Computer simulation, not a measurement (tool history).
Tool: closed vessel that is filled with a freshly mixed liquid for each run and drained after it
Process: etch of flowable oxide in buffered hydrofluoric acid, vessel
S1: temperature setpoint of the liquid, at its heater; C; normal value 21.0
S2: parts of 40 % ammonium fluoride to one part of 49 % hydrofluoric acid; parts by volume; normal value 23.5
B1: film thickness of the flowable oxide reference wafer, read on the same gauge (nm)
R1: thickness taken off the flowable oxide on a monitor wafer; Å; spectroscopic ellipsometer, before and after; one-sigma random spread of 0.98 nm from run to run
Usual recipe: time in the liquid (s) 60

{"run": 1, "hour": 0.0, "S1": 18.5, "S2": 23.5, "time in the liquid (s)": 60, "B1": 79.98, "R1": 1295.6}
{"run": 2, "hour": 14.5, "S1": 21.0, "S2": 23.5, "time in the liquid (s)": 60, "B1": 79.99, "R1": 1481.9}
{"run": 3, "hour": 29.0, "S1": 21.0, "S2": 23.5, "time in the liquid (s)": 60, "B1": 79.99, "R1": 1482.1}
{"run": 4, "hour": 92.2, "S1": 21.0, "S2": 23.5, "time in the liquid (s)": 60, "B1": 79.96, "R1": 1502.4}
{"run": 5, "hour": 124.1, "S1": 21.0, "S2": 23.5, "time in the liquid (s)": 60, "B1": 80.0, "R1": 1503.7}
{"run": 6, "hour": 150.1, "S1": 21.0, "S2": 23.5, "time in the liquid (s)": 60, "B1": 79.99, "R1": 1498.0}
{"run": 7, "hour": 169.7, "S1": 21.0, "S2": 23.5, "time in the liquid (s)": 60, "B1": 80.01, "R1": 1497.1}
{"run": 8, "hour": 202.3, "S1": 21.0, "S2": 23.5, "time in the liquid (s)": 60, "B1": 79.98, "R1": 1501.6}
{"run": 9, "hour": 227.0, "S1": 21.0, "S2": 23.5, "time in the liquid (s)": 60, "B1": 79.98, "R1": 1495.2}
{"hour": 273.2, "done": "hydrofluoric acid flow meter replaced"}
{"hour": 281.1, "done": "gauge calibrated"}
{"run": 10, "hour": 291.2, "S1": 21.0, "S2": 23.5, "time in the liquid (s)": 60, "B1": 79.97, "R1": 1476.9}
{"run": 11, "hour": 316.6, "S1": 21.0, "S2": 23.5, "time in the liquid (s)": 60, "B1": 80.0, "R1": 1494.3}
{"run": 12, "hour": 343.0, "S1": 21.0, "S2": 23.5, "time in the liquid (s)": 60, "B1": 79.97, "R1": 1504.4}
{"run": 13, "hour": 357.0, "S1": 21.0, "S2": 23.5, "time in the liquid (s)": 60, "B1": 80.0, "R1": 1515.5}
{"run": 14, "hour": 392.4, "S1": 21.0, "S2": 23.5, "time in the liquid (s)": 60, "B1": 80.0, "R1": 1511.3}
{"run": 15, "hour": 412.1, "S1": 21.0, "S2": 23.5, "time in the liquid (s)": 60, "B1": 79.96, "R1": 1513.6}
{"hour": 420.8, "done": "thermometer replaced"}
{"run": 16, "hour": 429.4, "S1": 21.0, "S2": 23.5, "time in the liquid (s)": 60, "B1": 79.98, "R1": 1281.6}
{"run": 17, "hour": 456.1, "S1": 19.5, "S2": 20.5, "time in the liquid (s)": 45, "B1": 80.0, "R1": 970.3}
{"run": 18, "hour": 480.0, "S1": 21.0, "S2": 23.5, "time in the liquid (s)": 60, "B1": 80.03, "R1": 1296.1}
{"run": 19, "hour": 507.3, "S1": 21.0, "S2": 23.5, "time in the liquid (s)": 60, "B1": 79.97, "R1": 1284.5}
{"run": 20, "hour": 531.5, "S1": 17.0, "S2": 16.0, "time in the liquid (s)": 70, "B1": 80.05, "R1": 1674.0}
{"run": 21, "hour": 561.0, "S1": 22.5, "S2": 16.0, "time in the liquid (s)": 60, "B1": 79.99, "R1": 1934.7}
{"run": 22, "hour": 579.0, "S1": 21.0, "S2": 23.5, "time in the liquid (s)": 60, "B1": 80.01, "R1": 1300.8}
{"run": 23, "hour": 594.1, "S1": 21.0, "S2": 19.5, "time in the liquid (s)": 40, "B1": 80.0, "R1": 965.4}
{"run": 24, "hour": 608.6, "S1": 21.0, "S2": 23.5, "time in the liquid (s)": 60, "B1": 80.02, "R1": 1294.8}
{"run": 25, "hour": 639.4, "S1": 21.0, "S2": 23.5, "time in the liquid (s)": 60, "B1": 80.01, "R1": 1284.7}
{"run": 26, "hour": 652.9, "S1": 18.5, "S2": 23.5, "time in the liquid (s)": 80, "B1": 80.0, "R1": 1508.9}
{"run": 27, "hour": 711.8, "S1": 24.0, "S2": 18.5, "time in the liquid (s)": 60, "B1": 79.96, "R1": 1866.1}
{"run": 28, "hour": 724.2, "S1": 24.0, "S2": 23.5, "time in the liquid (s)": 60, "B1": 80.01, "R1": 1532.0}
{"run": 29, "hour": 746.6, "S1": 26.0, "S2": 23.5, "time in the liquid (s)": 50, "B1": 80.04, "R1": 1428.2}
{"run": 30, "hour": 782.1, "S1": 25.0, "S2": 23.5, "time in the liquid (s)": 60, "B1": 80.01, "R1": 1618.7}
{"run": 31, "hour": 795.7, "S1": 21.0, "S2": 23.5, "time in the liquid (s)": 60, "B1": 79.97, "R1": 1301.9}
{"run": 32, "hour": 829.5, "S1": 21.0, "S2": 23.5, "time in the liquid (s)": 60, "B1": 80.01, "R1": 1312.3}

Measured minus without-hidden-state, run by run (identical run-to-run variation in each term; gauge scatter may differ):
Unlogged tool condition in this case: liquid hotter than its thermometer reads (K); hydrofluoric acid flow below the setpoint (%); gauge reads high (%).
run=1 R1=+189.5
run=2 R1=+214.3
run=3 R1=+215.0
run=4 R1=+221.5
run=5 R1=+223.8
run=6 R1=+224.3
run=7 R1=+225.6
run=8 R1=+228.3
run=9 R1=+228.8
run=10 R1=+229.4
run=11 R1=+233.5
run=12 R1=+236.5
run=13 R1=+239.6
run=14 R1=+241.0
run=15 R1=+242.1
run=16 R1=+11.4
run=17 R1=+9.8
run=18 R1=+14.4
run=19 R1=+16.3
run=20 R1=+23.7
run=21 R1=+28.6
run=22 R1=+20.9
run=23 R1=+16.0
run=24 R1=+22.3
run=25 R1=+24.1
run=26 R1=+29.6
run=27 R1=+40.4
run=28 R1=+34.0
run=29 R1=+32.8
run=30 R1=+40.0
run=31 R1=+33.7
run=32 R1=+36.1
